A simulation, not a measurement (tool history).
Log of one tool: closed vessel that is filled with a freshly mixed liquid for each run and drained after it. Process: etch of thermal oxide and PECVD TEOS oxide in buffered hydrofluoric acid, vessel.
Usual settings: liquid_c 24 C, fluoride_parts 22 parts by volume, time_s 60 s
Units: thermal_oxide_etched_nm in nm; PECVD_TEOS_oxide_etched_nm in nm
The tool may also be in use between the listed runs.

run,hour,liquid_c,fluoride_parts,time_s,wafers since the last listed run,hours since the thermometer was replaced,hours since the hydrofluoric acid flow meter was replaced,hours since the gauge calibration,"read-back film thickness of the thermal oxide reference wafer, read on the same gauge (nm)","read-back film thickness of the PECVD TEOS oxide reference wafer, read on the same gauge (nm)",thermal_oxide_etched_nm,PECVD_TEOS_oxide_etched_nm
1,0,24,22,60,0,503.5,609.1,730.6,100.01,149.97,31.02,93.46
# hour 78: thermometer replaced
2,96.5,24,22,60,14412,18.5,705.6,827.1,100,149.98,32.91,98.75
3,141.5,24,22,60,6791,63.5,750.6,872.1,99.99,150.01,32.9,97.56
4,226.8,24,22,60,12872,148.8,835.9,957.4,100.01,149.99,33.01,96.64
5,285.9,24,22,60,8919,207.9,895,1016.5,100,150.01,32.44,95.29
6,529.6,24,22,60,36777,451.6,1138.7,1260.2,100.01,150,31.19,92.91
7,632.1,24,22,30,15468,554.1,1241.2,1362.7,100,150,15.27,45.4
# hour 636.3: thermometer replaced
# hour 717.8: gauge calibrated
8,731,24,22,30,14774,94.7,1340.1,13.2,99.98,150,14.53,43.2
9,779.5,24,18.5,60,7319,143.2,1388.6,61.7,100,150.01,33.89,99.36
10,882.1,24,18.5,60,15483,245.8,1491.2,164.3,100.01,150.01,33.5,97.99
11,969.5,24,18.5,60,13189,333.2,1578.6,251.7,100.04,150,32.54,96.83
# hour 1019.4: thermometer replaced, repeated, since the last time left the tool worse
12,1045.9,24,22,45,11378,26.5,1655,328.1,100,150,25.15,75.32
13,1151.4,24,22,40,15921,132,1760.5,433.6,99.99,150,22,65.06
14,1205.9,24,22,60,8224,186.5,1815,488.1,99.98,150,33.58,97.62
15,1307,19.5,18,85,15257,287.6,1916.1,589.2,99.97,150.02,41.94,125.1
16,1400.3,19.5,22,60,14080,380.9,2009.4,682.5,100.03,150,24.66,73.83
17,1479.8,22,25,30,11997,460.4,2088.9,762,99.98,150.02,13.07,38.5
18,1566.8,22,25.5,90,13129,547.4,2175.9,849,100.01,150,38.22,112.36
# hour 1581.2: hydrofluoric acid flow meter replaced
# hour 1597.3: thermometer replaced
19,1638.1,24,22,60,10458,40.8,56.9,920.3,100.01,150.01,33.63,98.65
20,1724.6,24,26.5,30,13054,127.3,143.4,1006.8,100.01,150.03,14.37,42.91
21,1820,26,22,60,14397,222.7,238.8,1102.2,99.98,150.01,36.26,107.56
22,1916.9,21.5,27,60,14623,319.6,335.7,1199.1,100.01,150.01,24.09,71.76
23,1997.5,20.5,22,90,12163,400.2,416.3,1279.7,99.98,149.98,38.78,115.46
24,2094.7,21.5,27,60,14668,497.4,513.5,1376.9,99.99,150.01,23.49,70.2
# hour 2167.9: thermometer replaced
25,2184.9,21,17,45,13461,17,603.7,1467.1,100.01,150,26.54,79.46
26,2238.3,29,22,90,8058,70.4,657.1,1520.5,99.99,150.01,64.85,194.33

What the log doesn't show, run by run:
hydrofluoric acid flow below the setpoint (%): 0 in every run
gauge reads high (%): 0 in every run
H1: liquid colder than its thermometer reads (K)
run,H1
1,1.26
2,0.314
3,0.423
4,0.628
5,0.77
6,1.36
7,1.6
8,2.58
9,2.7
10,2.95
11,3.16
12,0.0727
13,0.327
14,0.458
15,0.701
16,0.926
17,1.12
18,1.33
19,0.22
20,0.428
21,0.658
22,0.891
23,1.08
24,1.32
25,0.101
26,0.23
